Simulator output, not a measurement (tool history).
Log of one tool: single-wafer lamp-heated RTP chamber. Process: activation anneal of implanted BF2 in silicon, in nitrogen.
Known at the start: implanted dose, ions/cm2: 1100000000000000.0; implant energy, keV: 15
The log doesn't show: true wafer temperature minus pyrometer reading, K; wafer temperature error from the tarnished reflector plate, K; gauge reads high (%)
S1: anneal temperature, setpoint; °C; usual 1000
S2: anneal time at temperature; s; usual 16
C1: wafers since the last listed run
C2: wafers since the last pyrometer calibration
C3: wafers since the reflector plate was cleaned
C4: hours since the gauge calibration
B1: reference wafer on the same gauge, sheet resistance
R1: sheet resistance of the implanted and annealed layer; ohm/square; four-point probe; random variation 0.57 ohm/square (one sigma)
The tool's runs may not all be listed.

run	hour	S1	S2	C1	C2	C3	C4	B1	R1
1	0	1000	16	0	2843	653	246.9	253.14	228.85
2	28.1	1000	16	477	3321	1131	275	253.21	229.44
3	63.5	1000	16	601	3923	1733	310.4	252.82	228.88
# hour 81.9: pyrometer window cleaned and pyrometer calibrated
4	98	1000	16	450	274	2183	344.9	252.97	228.1
5	122.1	1000	16	409	684	2593	369	252.98	227.84
6	145.7	1000	16	401	1085	2994	392.6	253.19	229.35
7	176.6	1000	16	525	1610	3519	423.5	252.95	229.3
8	209.6	1000	16	561	2171	4080	456.5	253.11	227.4
9	226.8	977	16	292	2464	4373	473.7	252.97	274.68
10	248.5	977	16	368	2832	4742	495.4	252.98	275.52
# hour 258.6: gauge calibrated
11	260.7	977	16	207	3040	4949	2.1	253.04	275.22
12	291.4	1022	16	521	3562	5471	32.8	252.75	193.89
# hour 315.5: pyrometer window cleaned and pyrometer calibrated
13	316	1019	16	282	8	5753	57.4	252.96	198.03
14	327.8	1019	16	200	208	5954	69.2	252.99	198
15	362.1	985	22	583	792	6537	103.5	252.82	246.37
# hour 388.9: reflector plate cleaned
16	391.6	980	9	365	1157	46	133	253.14	287.71
17	407.5	1000	16	270	1427	316	148.9	253	228.28
18	426.3	1000	16	319	1747	636	167.7	252.85	228.98
19	443.5	1029	13	292	2039	928	184.9	253.33	192.26
20	475.1	1011	16	537	2577	1466	216.5	252.88	210.58
21	498.6	986	13	399	2976	1865	240	252.86	262.68
# hour 537.4: pyrometer window cleaned and pyrometer calibrated
22	537.9	1000	16	532	7	2397	279.3	253.15	228.81
23	552.4	978	22	246	254	2644	293.8	252.96	260.78
24	567.7	1029	13	260	514	2904	309.1	252.88	191.87
25	593.3	972	16	435	949	3339	334.7	252.94	286.12
26	622.2	980	19	491	1440	3830	363.6	253.18	262.17
27	652.8	990	16	520	1961	4351	394.2	253.14	248.73
28	710.5	986	16	980	2942	5332	451.9	253.02	255.09

4 ways to go on from here, each from the tool as it stands after run 28. What would each give?
A	710.9	1000	16	6	2948	5338	452.3	?	?
B	710.9	1018	22	6	2948	5338	452.3	?	?
C	710.9	1021	16	6	2948	5338	452.3	?	?
D	710.9	991	8	6	2948	5338	452.3	?	?

run	B1	R1
A	252.8	227.86
B	252.8	184.93
C	252.8	193.74
D	252.8	269.7
Without the tool's hidden state the same runs would have given:
run	R1
A	227.86
B	184.93
C	193.74
D	269.7
